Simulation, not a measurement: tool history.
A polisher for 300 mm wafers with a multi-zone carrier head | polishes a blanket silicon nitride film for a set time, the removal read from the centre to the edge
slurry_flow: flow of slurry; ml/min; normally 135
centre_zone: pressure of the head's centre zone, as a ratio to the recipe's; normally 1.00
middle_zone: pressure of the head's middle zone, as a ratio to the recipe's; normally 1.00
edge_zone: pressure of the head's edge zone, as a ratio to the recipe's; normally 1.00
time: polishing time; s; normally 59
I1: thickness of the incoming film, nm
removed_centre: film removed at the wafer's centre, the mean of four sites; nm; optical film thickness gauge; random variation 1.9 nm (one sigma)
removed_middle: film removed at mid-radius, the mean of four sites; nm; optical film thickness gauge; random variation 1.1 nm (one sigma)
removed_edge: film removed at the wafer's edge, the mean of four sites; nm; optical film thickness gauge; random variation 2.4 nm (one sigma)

{"run": 1, "hour": 0.0, "slurry_flow": 135, "centre_zone": 1.0, "middle_zone": 1.03, "edge_zone": 1.0, "time": 59, "I1": 738.2, "removed_centre": 158.3, "removed_middle": 162.6, "removed_edge": 159.0}
{"run": 2, "hour": 14.9, "slurry_flow": 135, "centre_zone": 1.0, "middle_zone": 0.93, "edge_zone": 1.0, "time": 59, "I1": 739.2, "removed_centre": 155.6, "removed_middle": 147.9, "removed_edge": 160.0}
{"run": 3, "hour": 49.9, "slurry_flow": 95, "centre_zone": 0.89, "middle_zone": 0.94, "edge_zone": 1.1, "time": 59, "I1": 742.0, "removed_centre": 127.2, "removed_middle": 136.7, "removed_edge": 158.2}
{"run": 4, "hour": 77.2, "slurry_flow": 170, "centre_zone": 1.0, "middle_zone": 1.0, "edge_zone": 1.0, "time": 74, "I1": 733.0, "removed_centre": 204.5, "removed_middle": 207.1, "removed_edge": 207.3}
{"hour": 110.5, "done": "centre zone pressure recalibrated"}
{"hour": 111.5, "done": "worn pad replaced by a new one"}
{"run": 5, "hour": 112.0, "slurry_flow": 135, "centre_zone": 1.0, "middle_zone": 1.0, "edge_zone": 1.0, "time": 59, "I1": 727.0, "removed_centre": 156.3, "removed_middle": 154.4, "removed_edge": 159.3}
{"run": 6, "hour": 125.2, "slurry_flow": 135, "centre_zone": 0.92, "middle_zone": 0.91, "edge_zone": 1.0, "time": 59, "I1": 725.6, "removed_centre": 141.1, "removed_middle": 142.6, "removed_edge": 159.7}
{"run": 7, "hour": 155.4, "slurry_flow": 135, "centre_zone": 1.0, "middle_zone": 1.0, "edge_zone": 1.0, "time": 59, "I1": 717.3, "removed_centre": 153.5, "removed_middle": 154.6, "removed_edge": 156.2}
{"hour": 165.4, "done": "slurry nozzle cleaned"}
{"run": 8, "hour": 245.0, "slurry_flow": 155, "centre_zone": 0.96, "middle_zone": 1.0, "edge_zone": 1.06, "time": 39, "I1": 728.6, "removed_centre": 92.4, "removed_middle": 99.0, "removed_edge": 103.7}
{"run": 9, "hour": 274.3, "slurry_flow": 135, "centre_zone": 1.0, "middle_zone": 1.0, "edge_zone": 1.09, "time": 59, "I1": 738.1, "removed_centre": 140.5, "removed_middle": 143.6, "removed_edge": 156.9}
{"run": 10, "hour": 303.5, "slurry_flow": 135, "centre_zone": 0.92, "middle_zone": 1.0, "edge_zone": 1.07, "time": 59, "I1": 728.3, "removed_centre": 128.3, "removed_middle": 142.0, "removed_edge": 153.9}
{"hour": 314.0, "done": "worn pad replaced by a new one"}
{"run": 11, "hour": 315.9, "slurry_flow": 135, "centre_zone": 0.93, "middle_zone": 1.06, "edge_zone": 0.9, "time": 40, "I1": 724.5, "removed_centre": 89.0, "removed_middle": 101.2, "removed_edge": 94.8}
{"hour": 337.5, "done": "slurry nozzle cleaned, repeated, since the last time left the tool worse"}
{"hour": 339.2, "done": "carrier head's membrane replaced by a new one"}
{"run": 12, "hour": 339.7, "slurry_flow": 135, "centre_zone": 1.0, "middle_zone": 1.0, "edge_zone": 1.07, "time": 59, "I1": 719.5, "removed_centre": 166.6, "removed_middle": 166.9, "removed_edge": 168.7}
{"run": 13, "hour": 358.9, "slurry_flow": 135, "centre_zone": 1.0, "middle_zone": 1.0, "edge_zone": 1.0, "time": 59, "I1": 740.9, "removed_centre": 169.2, "removed_middle": 170.4, "removed_edge": 164.6}
{"run": 14, "hour": 393.0, "slurry_flow": 135, "centre_zone": 1.0, "middle_zone": 1.0, "edge_zone": 1.0, "time": 67, "I1": 733.2, "removed_centre": 187.9, "removed_middle": 190.9, "removed_edge": 182.2}
{"run": 15, "hour": 408.1, "slurry_flow": 105, "centre_zone": 1.09, "middle_zone": 0.96, "edge_zone": 1.0, "time": 65, "I1": 731.2, "removed_centre": 189.0, "removed_middle": 168.3, "removed_edge": 177.9}
{"run": 16, "hour": 430.1, "slurry_flow": 135, "centre_zone": 1.0, "middle_zone": 1.0, "edge_zone": 1.0, "time": 59, "I1": 730.3, "removed_centre": 169.4, "removed_middle": 164.8, "removed_edge": 168.3}
{"run": 17, "hour": 456.9, "slurry_flow": 135, "centre_zone": 1.0, "middle_zone": 1.0, "edge_zone": 1.0, "time": 38, "I1": 732.2, "removed_centre": 108.4, "removed_middle": 107.1, "removed_edge": 106.8}
{"run": 18, "hour": 473.4, "slurry_flow": 135, "centre_zone": 1.0, "middle_zone": 1.0, "edge_zone": 0.9, "time": 59, "I1": 727.0, "removed_centre": 167.5, "removed_middle": 166.5, "removed_edge": 155.2}
{"run": 19, "hour": 487.6, "slurry_flow": 115, "centre_zone": 1.0, "middle_zone": 0.95, "edge_zone": 1.09, "time": 66, "I1": 728.4, "removed_centre": 181.7, "removed_middle": 175.0, "removed_edge": 190.7}
{"hour": 515.0, "done": "worn pad replaced by a new one"}
{"run": 20, "hour": 522.3, "slurry_flow": 135, "centre_zone": 1.0, "middle_zone": 1.0, "edge_zone": 1.0, "time": 59, "I1": 739.6, "removed_centre": 165.9, "removed_middle": 165.9, "removed_edge": 163.7}
{"run": 21, "hour": 553.1, "slurry_flow": 120, "centre_zone": 1.12, "middle_zone": 1.0, "edge_zone": 1.09, "time": 48, "I1": 717.1, "removed_centre": 145.7, "removed_middle": 133.1, "removed_edge": 140.0}
{"run": 22, "hour": 584.6, "slurry_flow": 135, "centre_zone": 1.12, "middle_zone": 0.96, "edge_zone": 1.0, "time": 59, "I1": 728.5, "removed_centre": 182.3, "removed_middle": 161.6, "removed_edge": 162.3}

Alternative continuations, all from the tool just after run 22; predict every row:
{"run": "A", "hour": 585.0, "slurry_flow": 135, "centre_zone": 1.0, "middle_zone": 1.0, "edge_zone": 1.0, "time": 59, "I1": 723.4, "removed_centre": "?", "removed_middle": "?", "removed_edge": "?"}
{"run": "B", "hour": 585.0, "slurry_flow": 120, "centre_zone": 1.07, "middle_zone": 1.0, "edge_zone": 0.91, "time": 59, "I1": 723.4, "removed_centre": "?", "removed_middle": "?", "removed_edge": "?"}
{"run": "C", "hour": 585.0, "slurry_flow": 135, "centre_zone": 1.0, "middle_zone": 1.0, "edge_zone": 1.0, "time": 66, "I1": 723.4, "removed_centre": "?", "removed_middle": "?", "removed_edge": "?"}
{"run": "D", "hour": 585.0, "slurry_flow": 135, "centre_zone": 1.0, "middle_zone": 0.95, "edge_zone": 1.12, "time": 59, "I1": 723.4, "removed_centre": "?", "removed_middle": "?", "removed_edge": "?"}

run=A removed_centre=164.7 removed_middle=169.3 removed_edge=164.1
run=B removed_centre=171.8 removed_middle=165.4 removed_edge=154.5
run=C removed_centre=184.3 removed_middle=189.3 removed_edge=183.6
run=D removed_centre=164.7 removed_middle=162.1 removed_edge=173.7
The same runs, with their run-to-run variation unchanged, on a tool lacking any hidden condition would have given:
run=A removed_centre=166.4 removed_middle=170.8 removed_edge=165.2
run=B removed_centre=173.7 removed_middle=167.0 removed_edge=155.5
run=C removed_centre=186.2 removed_middle=191.0 removed_edge=184.7
run=D removed_centre=166.3 removed_middle=163.5 removed_edge=174.8
